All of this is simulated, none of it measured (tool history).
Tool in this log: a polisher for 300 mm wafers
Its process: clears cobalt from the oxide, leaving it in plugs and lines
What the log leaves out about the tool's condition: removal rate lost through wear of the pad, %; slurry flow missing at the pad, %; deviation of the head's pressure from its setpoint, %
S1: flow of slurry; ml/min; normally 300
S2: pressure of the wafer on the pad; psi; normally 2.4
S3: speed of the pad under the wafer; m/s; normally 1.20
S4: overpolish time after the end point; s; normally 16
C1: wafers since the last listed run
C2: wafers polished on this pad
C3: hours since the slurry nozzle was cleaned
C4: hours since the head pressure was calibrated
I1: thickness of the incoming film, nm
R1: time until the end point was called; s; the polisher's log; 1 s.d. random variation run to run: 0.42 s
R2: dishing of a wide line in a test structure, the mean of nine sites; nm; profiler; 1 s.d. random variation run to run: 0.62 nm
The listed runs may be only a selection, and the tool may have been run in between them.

run     day   S1   S2    S3  S4   C1   C2     C3     C4     I1    R1    R2
  1   0.000  300  2.4  0.88   9    0   10  433.7  761.2  288.7  73.8  26.2
  2   1.767  300  2.4  0.88   9  310  320  476.1  803.6  286.5  74.5  26.0
  3   2.212  300  2.4  1.20  16   78  399  486.8  814.3  289.9  55.3  44.7
  4   2.692  300  2.4  1.20  16   84  483  498.3  825.8  289.8  55.6  44.6
  5   3.346  300  2.4  1.20  16  114  598  514.0  841.5  287.3  55.3  44.4
      4.162  -- worn pad replaced by a new one
  6   4.183  300  2.4  1.20  16  117    3  534.1  861.6  289.5  55.2  42.8
  7   4.771  300  2.4  1.20  16  103  106  548.2  875.7  287.5  56.2  44.3
  8   5.288  300  2.4  1.20  16   90  197  560.6  888.1  289.5  57.1  44.2
  9   5.929  300  2.4  1.20  16  112  310  576.0  903.5  288.9  57.6  43.5
 10   6.508  300  2.4  1.20  16  101  412  589.9  917.4  289.9  57.2  43.8
 11   7.225  300  2.4  1.20  16  125  538  607.1  934.6  292.9  58.6  43.2
      7.638  -- slurry nozzle cleaned
 12   7.658  300  2.1  1.20  16   68  606    0.5  945.0  290.3  66.3  40.5
 13   8.167  300  2.4  1.20  16   89  696   12.7  957.2  288.2  57.0  43.6
      8.392  -- worn pad replaced by a new one
 14   8.425  300  1.9  1.42  16   16    6   18.9  963.4  289.2  62.4  42.6
 15   8.825  225  2.4  1.56  16   70   76   28.5  973.0  288.9  46.3  48.0
 16   9.154  270  2.4  1.06  11   57  134   36.4  980.9  289.2  65.4  32.1
      9.633  -- head pressure recalibrated
 17   9.654  250  2.4  1.20  16   73  207   48.4    0.5  291.2  52.0  45.8
 18  10.000  255  2.4  0.78  16   60  268   56.7    8.8  286.2  77.6  35.4
 19  10.654  370  2.4  1.20  16  114  383   72.4   24.5  288.2  49.9  46.4
 20  11.254  300  2.9  1.02  16  105  488   86.8   38.9  294.5  50.1  45.9
     11.621  -- worn pad replaced by a new one
 21  11.788  375  3.1  1.46  20   64   29   99.6   51.7  292.7  32.5  56.7
 22  12.062  300  2.4  1.20  25   48   77  106.2   58.3  288.1  51.0  52.9
 23  12.442  390  2.7  1.20  16   66  144  115.3   67.4  289.1  44.2  48.6
 24  13.171  340  2.4  1.20   6  128  272  132.8   84.9  295.1  50.9  25.0
 25  13.479  300  2.4  1.20  16   54  326  140.2   92.3  285.7  50.5  45.5

Each row is a separate what-if for the run after 25, all from the same tool condition, not one after another. Results?
  A  13.496  300  2.4  1.40  16   2  329  140.6  92.7  289.8   ?   ?
  B  13.496  300  2.4  1.06   8   2  329  140.6  92.7  289.8   ?   ?
  C  13.496  340  2.0  0.82  16   2  329  140.6  92.7  289.8   ?   ?
  D  13.496  250  2.4  1.20  22   2  329  140.6  92.7  289.8   ?   ?

run    R1    R2
  A  43.9  50.2
  B  57.5  29.1
  C  87.3  35.2
  D  52.0  53.0
With no hidden state in the tool, these same runs would have given:
run    R1    R2
  A  44.3  50.0
  B  58.0  28.9
  C  88.0  35.0
  D  52.5  52.9

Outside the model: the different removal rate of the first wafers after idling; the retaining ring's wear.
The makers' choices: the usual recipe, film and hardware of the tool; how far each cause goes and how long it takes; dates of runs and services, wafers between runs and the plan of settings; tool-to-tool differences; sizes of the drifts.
